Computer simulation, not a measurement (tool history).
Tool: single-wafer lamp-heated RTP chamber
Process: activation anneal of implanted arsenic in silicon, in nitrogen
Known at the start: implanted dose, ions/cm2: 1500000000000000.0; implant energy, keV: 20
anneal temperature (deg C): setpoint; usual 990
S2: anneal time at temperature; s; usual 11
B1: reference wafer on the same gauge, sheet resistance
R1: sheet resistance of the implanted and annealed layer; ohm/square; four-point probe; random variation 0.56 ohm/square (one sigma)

{"run": 1, "hour": 0.0, "anneal temperature (deg C)": 990, "S2": 16, "B1": 164.04, "R1": 136.17}
{"hour": 73.3, "done": "reflector plate cleaned"}
{"run": 2, "hour": 73.8, "anneal temperature (deg C)": 990, "S2": 16, "B1": 163.99, "R1": 135.71}
{"run": 3, "hour": 116.2, "anneal temperature (deg C)": 979, "S2": 11, "B1": 164.01, "R1": 146.41}
{"run": 4, "hour": 161.8, "anneal temperature (deg C)": 979, "S2": 11, "B1": 163.99, "R1": 144.97}
{"run": 5, "hour": 219.3, "anneal temperature (deg C)": 979, "S2": 11, "B1": 164.03, "R1": 143.26}
{"run": 6, "hour": 284.2, "anneal temperature (deg C)": 990, "S2": 11, "B1": 163.99, "R1": 137.12}
{"hour": 299.8, "done": "pyrometer window cleaned and pyrometer calibrated"}
{"hour": 310.1, "done": "reflector plate cleaned"}
{"run": 7, "hour": 346.7, "anneal temperature (deg C)": 990, "S2": 11, "B1": 163.91, "R1": 141.95}
{"run": 8, "hour": 377.5, "anneal temperature (deg C)": 990, "S2": 11, "B1": 163.96, "R1": 141.2}
{"run": 9, "hour": 406.1, "anneal temperature (deg C)": 990, "S2": 8, "B1": 163.95, "R1": 146.12}
{"run": 10, "hour": 471.7, "anneal temperature (deg C)": 990, "S2": 8, "B1": 164.05, "R1": 145.14}
{"hour": 490.6, "done": "reflector plate cleaned"}
{"run": 11, "hour": 526.8, "anneal temperature (deg C)": 1017, "S2": 17, "B1": 164.05, "R1": 120.07}
{"run": 12, "hour": 574.7, "anneal temperature (deg C)": 1007, "S2": 11, "B1": 163.99, "R1": 131.32}
{"hour": 592.5, "done": "gauge calibrated"}
{"run": 13, "hour": 614.2, "anneal temperature (deg C)": 990, "S2": 14, "B1": 164.08, "R1": 134.06}
{"run": 14, "hour": 657.8, "anneal temperature (deg C)": 990, "S2": 9, "B1": 164.03, "R1": 140.24}
{"hour": 673.1, "done": "pyrometer window cleaned and pyrometer calibrated"}
{"hour": 684.3, "done": "reflector plate cleaned"}
{"run": 15, "hour": 687.7, "anneal temperature (deg C)": 990, "S2": 11, "B1": 163.89, "R1": 141.45}
{"run": 16, "hour": 714.7, "anneal temperature (deg C)": 990, "S2": 13, "B1": 164.09, "R1": 139.55}
{"run": 17, "hour": 765.0, "anneal temperature (deg C)": 960, "S2": 6, "B1": 163.94, "R1": 161.78}
{"run": 18, "hour": 808.0, "anneal temperature (deg C)": 1006, "S2": 5, "B1": 164.08, "R1": 145.3}
{"run": 19, "hour": 872.9, "anneal temperature (deg C)": 990, "S2": 11, "B1": 164.01, "R1": 139.75}
{"hour": 894.6, "done": "reflector plate cleaned"}
{"run": 20, "hour": 926.4, "anneal temperature (deg C)": 990, "S2": 11, "B1": 164.01, "R1": 139.15}
{"run": 21, "hour": 963.9, "anneal temperature (deg C)": 965, "S2": 17, "B1": 164.07, "R1": 145.55}

Forecast each of these 5 alternatives for the next run:
{"run": "A", "hour": 964.3, "anneal temperature (deg C)": 965, "S2": 11, "B1": "?", "R1": "?"}
{"run": "B", "hour": 964.3, "anneal temperature (deg C)": 998, "S2": 5, "B1": "?", "R1": "?"}
{"run": "C", "hour": 964.3, "anneal temperature (deg C)": 976, "S2": 17, "B1": "?", "R1": "?"}
{"run": "D", "hour": 964.3, "anneal temperature (deg C)": 981, "S2": 17, "B1": "?", "R1": "?"}
{"run": "E", "hour": 964.3, "anneal temperature (deg C)": 961, "S2": 11, "B1": "?", "R1": "?"}

run=A B1=164.06 R1=150.52
run=B B1=164.06 R1=145.28
run=C B1=164.06 R1=138.7
run=D B1=164.06 R1=136.07
run=E B1=164.06 R1=152.5
Without the tool's hidden state the same runs would have given:
run=A R1=154.31
run=B R1=148.58
run=C R1=142.82
run=D R1=140.14
run=E R1=156.21
